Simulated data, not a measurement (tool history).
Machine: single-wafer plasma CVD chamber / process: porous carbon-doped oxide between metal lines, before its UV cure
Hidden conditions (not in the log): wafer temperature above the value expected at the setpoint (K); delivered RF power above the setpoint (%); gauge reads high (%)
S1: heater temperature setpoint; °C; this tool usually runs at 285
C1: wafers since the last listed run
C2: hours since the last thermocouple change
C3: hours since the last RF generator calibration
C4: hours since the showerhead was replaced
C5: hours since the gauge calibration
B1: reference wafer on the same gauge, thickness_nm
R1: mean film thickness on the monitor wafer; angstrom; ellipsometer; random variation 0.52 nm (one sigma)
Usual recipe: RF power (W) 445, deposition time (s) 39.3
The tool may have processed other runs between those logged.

Run 1, hour 0: usual settings but deposition time (s) 43.7; C1 0; C2 1040.3; C3 1310.1; C4 4631.1; C5 150.9; B1 197.815. Result: R1 2280.7 angstrom.
Run 2, hour 9.9: usual settings but deposition time (s) 43.7; C1 161; C2 1050.2; C3 1320; C4 4641; C5 160.8; B1 197.905. Result: R1 2276.01 angstrom.
Run 3, hour 26.9: usual settings; C1 276; C2 1067.2; C3 1337; C4 4658; C5 177.8; B1 198.024. Result: R1 2051.45 angstrom.
At hour 44.7: gauge calibrated.
Run 4, hour 65.5: usual settings; C1 628; C2 1105.8; C3 1375.6; C4 4696.6; C5 20.8; B1 198.097. Result: R1 2033.36 angstrom.
Run 5, hour 81: usual settings; C1 252; C2 1121.3; C3 1391.1; C4 4712.1; C5 36.3; B1 197.998. Result: R1 2035.6 angstrom.
Run 6, hour 91.9: usual settings; C1 177; C2 1132.2; C3 1402; C4 4723; C5 47.2; B1 198.154. Result: R1 2026.07 angstrom.
Run 7, hour 98.6: usual settings; C1 109; C2 1138.9; C3 1408.7; C4 4729.7; C5 53.9; B1 197.875. Result: R1 2032.44 angstrom.
At hour 107.2: RF generator calibrated.
Run 8, hour 113.9: usual settings but S1 296 °C; C1 118; C2 1154.2; C3 6.7; C4 4745; C5 69.2; B1 197.941. Result: R1 1890.43 angstrom.
Run 9, hour 121.5: usual settings but S1 296 °C; C1 123; C2 1161.8; C3 14.3; C4 4752.6; C5 76.8; B1 198.013. Result: R1 1894.17 angstrom.
Run 10, hour 137.6: usual settings; C1 262; C2 1177.9; C3 30.4; C4 4768.7; C5 92.9; B1 197.896. Result: R1 2022.23 angstrom.
Run 11, hour 144.2: usual settings; C1 107; C2 1184.5; C3 37; C4 4775.3; C5 99.5; B1 198.026. Result: R1 2017.69 angstrom.
Run 12, hour 152.3: usual settings but RF power (W) 475; C1 131; C2 1192.6; C3 45.1; C4 4783.4; C5 107.6; B1 198.154. Result: R1 2143.56 angstrom.
Run 13, hour 168.4: usual settings but S1 276 °C, RF power (W) 510, deposition time (s) 46.5; C1 262; C2 1208.7; C3 61.2; C4 4799.5; C5 123.7; B1 198.038. Result: R1 2858.89 angstrom.
Run 14, hour 179.9: usual settings but RF power (W) 415, deposition time (s) 46.8; C1 187; C2 1220.2; C3 72.7; C4 4811; C5 135.2; B1 198.042. Result: R1 2239.83 angstrom.
Run 15, hour 195.8: usual settings but RF power (W) 375; C1 259; C2 1236.1; C3 88.6; C4 4826.9; C5 151.1; B1 197.936. Result: R1 1697.84 angstrom.
At hour 210.3: thermocouple changed; heater temperature recalibrated.
At hour 214: showerhead replaced.
Run 16, hour 214.5: usual settings but S1 292 °C, RF power (W) 475, deposition time (s) 45.8; C1 113; C2 4.2; C3 107.3; C4 0.5; C5 169.8; B1 197.898. Result: R1 2509.91 angstrom.
At hour 219.6: gauge calibrated.
Run 17, hour 220.5: usual settings but S1 289 °C, deposition time (s) 35.6; C1 97; C2 10.2; C3 113.3; C4 6.5; C5 0.9; B1 198.08. Result: R1 1893.73 angstrom.
Run 18, hour 232.2: usual settings but deposition time (s) 45.3; C1 190; C2 21.9; C3 125; C4 18.2; C5 12.6; B1 198.028. Result: R1 2467.67 angstrom.
Run 19, hour 245.6: usual settings; C1 218; C2 35.3; C3 138.4; C4 31.6; C5 26; B1 197.868. Result: R1 2138.45 angstrom.
Run 20, hour 257.8: usual settings; C1 198; C2 47.5; C3 150.6; C4 43.8; C5 38.2; B1 198.024. Result: R1 2133.68 angstrom.
Run 21, hour 266.1: usual settings but RF power (W) 355, deposition time (s) 45.5; C1 135; C2 55.8; C3 158.9; C4 52.1; C5 46.5; B1 197.917. Result: R1 1950.4 angstrom.
Run 22, hour 283.1: usual settings but S1 277 °C, RF power (W) 510; C1 276; C2 72.8; C3 175.9; C4 69.1; C5 63.5; B1 197.91. Result: R1 2543.85 angstrom.

What if the next run were any one of these 3? Each begins from the tool's condition after run 22:
Run A, hour 283.5: usual settings but S1 281 °C; C1 6; C2 73.2; C3 176.3; C4 69.5; C5 63.9; B1 ?. Result: R1 ?.
Run B, hour 283.5: usual settings but S1 292 °C, RF power (W) 405, deposition time (s) 41.8; C1 6; C2 73.2; C3 176.3; C4 69.5; C5 63.9; B1 ?. Result: R1 ?.
Run C, hour 283.5: usual settings but RF power (W) 355, deposition time (s) 43.8; C1 6; C2 73.2; C3 176.3; C4 69.5; C5 63.9; B1 ?. Result: R1 ?.

run       B1       R1
  A  198.137  2202.45
  B  198.137  1969.92
  C  198.137  1880.93
The same runs, with their run-to-run variation unchanged, on a tool lacking any hidden condition would have given:
run       R1
  A  2188.29
  B  1958.13
  C  1869.08
